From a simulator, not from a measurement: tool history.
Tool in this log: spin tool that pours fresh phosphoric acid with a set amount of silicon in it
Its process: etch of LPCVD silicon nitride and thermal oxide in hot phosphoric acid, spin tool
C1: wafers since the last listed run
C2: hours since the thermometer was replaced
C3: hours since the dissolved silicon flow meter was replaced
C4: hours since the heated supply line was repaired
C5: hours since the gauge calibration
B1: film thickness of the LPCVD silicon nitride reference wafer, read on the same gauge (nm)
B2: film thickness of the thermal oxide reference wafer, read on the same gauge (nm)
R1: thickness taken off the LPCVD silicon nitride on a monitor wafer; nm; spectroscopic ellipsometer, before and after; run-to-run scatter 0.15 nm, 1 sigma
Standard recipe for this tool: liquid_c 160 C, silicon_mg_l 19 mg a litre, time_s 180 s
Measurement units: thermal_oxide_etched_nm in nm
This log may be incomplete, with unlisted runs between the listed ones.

{"run": 1, "day": 0.0, "liquid_c": 160, "silicon_mg_l": 19, "time_s": 180, "C1": 0, "C2": 530.2, "C3": 2001, "C4": 1041.2, "C5": 52.9, "B1": 109.99, "B2": 39.965, "R1": 16.46, "thermal_oxide_etched_nm": 0.335}
{"run": 2, "day": 0.975, "liquid_c": 160, "silicon_mg_l": 19, "time_s": 180, "C1": 164, "C2": 553.6, "C3": 2024.4, "C4": 1064.6, "C5": 76.3, "B1": 110.03, "B2": 39.988, "R1": 16.51, "thermal_oxide_etched_nm": 0.334}
{"run": 3, "day": 2.425, "liquid_c": 161.5, "silicon_mg_l": 19, "time_s": 105, "C1": 245, "C2": 588.4, "C3": 2059.2, "C4": 1099.4, "C5": 111.1, "B1": 109.98, "B2": 39.973, "R1": 9.87, "thermal_oxide_etched_nm": 0.208}
{"run": 4, "day": 3.167, "liquid_c": 161.5, "silicon_mg_l": 19, "time_s": 105, "C1": 125, "C2": 606.2, "C3": 2077, "C4": 1117.2, "C5": 128.9, "B1": 110, "B2": 39.979, "R1": 10.09, "thermal_oxide_etched_nm": 0.211}
{"run": 5, "day": 4.371, "liquid_c": 161.5, "silicon_mg_l": 19, "time_s": 105, "C1": 203, "C2": 635.1, "C3": 2105.9, "C4": 1146.1, "C5": 157.8, "B1": 110.01, "B2": 40.034, "R1": 10.29, "thermal_oxide_etched_nm": 0.259}
{"day": 4.704, "done": "heated supply line repaired"}
{"run": 6, "day": 5.625, "liquid_c": 159, "silicon_mg_l": 19, "time_s": 180, "C1": 204, "C2": 665.2, "C3": 2136, "C4": 22.1, "C5": 187.9, "B1": 109.99, "B2": 40.012, "R1": 15.98, "thermal_oxide_etched_nm": 0.324}
{"run": 7, "day": 7.0, "liquid_c": 159, "silicon_mg_l": 19, "time_s": 180, "C1": 232, "C2": 698.2, "C3": 2169, "C4": 55.1, "C5": 220.9, "B1": 110.05, "B2": 40.006, "R1": 15.97, "thermal_oxide_etched_nm": 0.301}
{"day": 7.604, "done": "dissolved silicon flow meter replaced"}
{"day": 7.671, "done": "gauge calibrated"}
{"run": 8, "day": 8.025, "liquid_c": 161.5, "silicon_mg_l": 11, "time_s": 215, "C1": 166, "C2": 722.8, "C3": 10.1, "C4": 79.7, "C5": 8.5, "B1": 109.98, "B2": 39.965, "R1": 20.88, "thermal_oxide_etched_nm": 0.529}
{"run": 9, "day": 8.708, "liquid_c": 160, "silicon_mg_l": 19, "time_s": 180, "C1": 115, "C2": 739.2, "C3": 26.5, "C4": 96.1, "C5": 24.9, "B1": 109.99, "B2": 40.021, "R1": 16.52, "thermal_oxide_etched_nm": 0.33}
{"day": 9.1, "done": "thermometer replaced"}
{"run": 10, "day": 10.012, "liquid_c": 160, "silicon_mg_l": 7, "time_s": 180, "C1": 213, "C2": 21.9, "C3": 57.8, "C4": 127.4, "C5": 56.2, "B1": 109.98, "B2": 40.003, "R1": 16.23, "thermal_oxide_etched_nm": 0.45}
{"run": 11, "day": 11.179, "liquid_c": 161, "silicon_mg_l": 29.5, "time_s": 180, "C1": 197, "C2": 49.9, "C3": 85.8, "C4": 155.4, "C5": 84.2, "B1": 109.98, "B2": 40.004, "R1": 17.04, "thermal_oxide_etched_nm": 0.261}
{"run": 12, "day": 11.783, "liquid_c": 160, "silicon_mg_l": 34, "time_s": 230, "C1": 102, "C2": 64.4, "C3": 100.3, "C4": 169.9, "C5": 98.7, "B1": 109.93, "B2": 40.026, "R1": 21.05, "thermal_oxide_etched_nm": 0.208}
{"run": 13, "day": 12.729, "liquid_c": 160, "silicon_mg_l": 7, "time_s": 285, "C1": 159, "C2": 87.1, "C3": 123, "C4": 192.6, "C5": 121.4, "B1": 109.98, "B2": 40.036, "R1": 25.84, "thermal_oxide_etched_nm": 0.755}
{"run": 14, "day": 13.779, "liquid_c": 157, "silicon_mg_l": 24, "time_s": 265, "C1": 177, "C2": 112.3, "C3": 148.2, "C4": 217.8, "C5": 146.6, "B1": 109.98, "B2": 40.018, "R1": 22.04, "thermal_oxide_etched_nm": 0.338}

Run 15 has not been measured yet. What should we expect?
{"run": 15, "day": 14.65, "liquid_c": 160, "silicon_mg_l": 12.5, "time_s": 280, "C1": 147, "C2": 133.2, "C3": 169.1, "C4": 238.7, "C5": 167.5, "B1": "?", "B2": "?", "R1": "?", "thermal_oxide_etched_nm": "?"}

B1: 110.06
B2: 39.996
R1: 25.6 nm
thermal_oxide_etched_nm: 0.638 nm
If the tool had no hidden condition, the same run with the same run-to-run variation would have returned R1 25.6 nm, thermal_oxide_etched_nm 0.638 nm.

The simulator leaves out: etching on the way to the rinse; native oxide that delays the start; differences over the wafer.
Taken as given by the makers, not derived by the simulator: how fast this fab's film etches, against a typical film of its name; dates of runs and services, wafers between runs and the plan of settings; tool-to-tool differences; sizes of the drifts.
